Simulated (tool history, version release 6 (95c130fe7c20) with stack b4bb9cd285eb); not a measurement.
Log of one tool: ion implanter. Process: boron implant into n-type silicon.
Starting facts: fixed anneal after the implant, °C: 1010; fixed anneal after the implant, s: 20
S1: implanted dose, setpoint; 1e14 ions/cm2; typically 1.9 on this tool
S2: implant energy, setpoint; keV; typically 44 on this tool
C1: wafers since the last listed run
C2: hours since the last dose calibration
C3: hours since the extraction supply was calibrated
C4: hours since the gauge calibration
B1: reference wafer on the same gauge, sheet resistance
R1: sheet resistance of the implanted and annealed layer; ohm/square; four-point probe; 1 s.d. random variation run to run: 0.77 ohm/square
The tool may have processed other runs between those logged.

{"run": 1, "day": 0.0, "S1": 1.9, "S2": 52.5, "C1": 0, "C2": 1197.6, "C3": 4272.4, "C4": 40.9, "B1": 505.98, "R1": 432.1}
{"run": 2, "day": 0.7, "S1": 1.9, "S2": 52.5, "C1": 585, "C2": 1214.4, "C3": 4289.2, "C4": 57.7, "B1": 505.96, "R1": 432.53}
{"run": 3, "day": 1.788, "S1": 1.9, "S2": 52.5, "C1": 909, "C2": 1240.5, "C3": 4315.3, "C4": 83.8, "B1": 506, "R1": 432.86}
{"run": 4, "day": 2.517, "S1": 1.9, "S2": 44, "C1": 609, "C2": 1258, "C3": 4332.8, "C4": 101.3, "B1": 505.95, "R1": 446.66}
{"run": 5, "day": 3.171, "S1": 1.9, "S2": 36, "C1": 547, "C2": 1273.7, "C3": 4348.5, "C4": 117, "B1": 506.23, "R1": 457.09}
{"run": 6, "day": 3.488, "S1": 1.9, "S2": 44, "C1": 264, "C2": 1281.3, "C3": 4356.1, "C4": 124.6, "B1": 506.23, "R1": 445.8}
{"run": 7, "day": 4.108, "S1": 1.52, "S2": 44, "C1": 519, "C2": 1296.2, "C3": 4371, "C4": 139.5, "B1": 506.19, "R1": 522.96}
{"run": 8, "day": 4.438, "S1": 1.9, "S2": 37.5, "C1": 275, "C2": 1304.1, "C3": 4378.9, "C4": 147.4, "B1": 506.12, "R1": 454.03}
{"run": 9, "day": 4.725, "S1": 1.9, "S2": 37.5, "C1": 240, "C2": 1311, "C3": 4385.8, "C4": 154.3, "B1": 506.02, "R1": 456.63}
{"run": 10, "day": 5.225, "S1": 1.53, "S2": 44, "C1": 418, "C2": 1323, "C3": 4397.8, "C4": 166.3, "B1": 506.07, "R1": 519.46}
{"day": 5.754, "done": "extraction supply calibrated"}
{"run": 11, "day": 5.775, "S1": 1.53, "S2": 44, "C1": 181, "C2": 1336.2, "C3": 0.5, "C4": 179.5, "B1": 505.74, "R1": 520.48}
{"day": 6.675, "done": "Faraday cup replaced and dose calibrated"}
{"day": 6.825, "done": "gauge calibrated"}
{"run": 12, "day": 7.133, "S1": 1.9, "S2": 44, "C1": 857, "C2": 11, "C3": 33.1, "C4": 7.4, "B1": 505.95, "R1": 434.87}
{"run": 13, "day": 7.512, "S1": 1.9, "S2": 29, "C1": 317, "C2": 20.1, "C3": 42.2, "C4": 16.5, "B1": 506.22, "R1": 459.92}
{"run": 14, "day": 8.233, "S1": 1.39, "S2": 32.5, "C1": 602, "C2": 37.4, "C3": 59.5, "C4": 33.8, "B1": 506.3, "R1": 572.82}
{"day": 8.838, "done": "Faraday cup replaced and dose calibrated, repeated, since the last time left the tool worse"}
{"run": 15, "day": 8.858, "S1": 2.13, "S2": 38.5, "C1": 243, "C2": 0.5, "C3": 74.5, "C4": 48.8, "B1": 506.14, "R1": 425.58}
{"run": 16, "day": 9.383, "S1": 1.46, "S2": 44, "C1": 439, "C2": 13.1, "C3": 87.1, "C4": 61.4, "B1": 505.9, "R1": 548.77}
{"run": 17, "day": 9.754, "S1": 2.33, "S2": 51, "C1": 310, "C2": 22, "C3": 96, "C4": 70.3, "B1": 506, "R1": 380.94}
{"run": 18, "day": 10.171, "S1": 2.28, "S2": 44, "C1": 348, "C2": 32, "C3": 106, "C4": 80.3, "B1": 505.84, "R1": 395.59}
{"run": 19, "day": 10.733, "S1": 2.16, "S2": 38, "C1": 470, "C2": 45.5, "C3": 119.5, "C4": 93.8, "B1": 506.15, "R1": 419.92}
{"run": 20, "day": 11.333, "S1": 1.7, "S2": 37, "C1": 501, "C2": 59.9, "C3": 133.9, "C4": 108.2, "B1": 505.88, "R1": 503.61}
{"run": 21, "day": 11.858, "S1": 1.9, "S2": 44, "C1": 439, "C2": 72.5, "C3": 146.5, "C4": 120.8, "B1": 506.04, "R1": 452}
{"run": 22, "day": 12.162, "S1": 2.19, "S2": 51, "C1": 254, "C2": 79.8, "C3": 153.8, "C4": 128.1, "B1": 505.95, "R1": 398.14}

Hidden state, per run?
deviation of the true energy from its setpoint, %: 0, the same for each run
gauge reads high (%): 0, the same for each run
H1: deviation of the true dose from the Faraday cup's reading, %
run=1 H1=2.96
run=2 H1=2.97
run=3 H1=2.98
run=4 H1=2.99
run=5 H1=2.99
run=6 H1=3
run=7 H1=3
run=8 H1=3.01
run=9 H1=3.01
run=10 H1=3.01
run=11 H1=3.02
run=12 H1=6.15
run=13 H1=6.23
run=14 H1=6.39
run=15 H1=0.11
run=16 H1=0.225
run=17 H1=0.305
run=18 H1=0.392
run=19 H1=0.506
run=20 H1=0.625
run=21 H1=0.725
run=22 H1=0.781
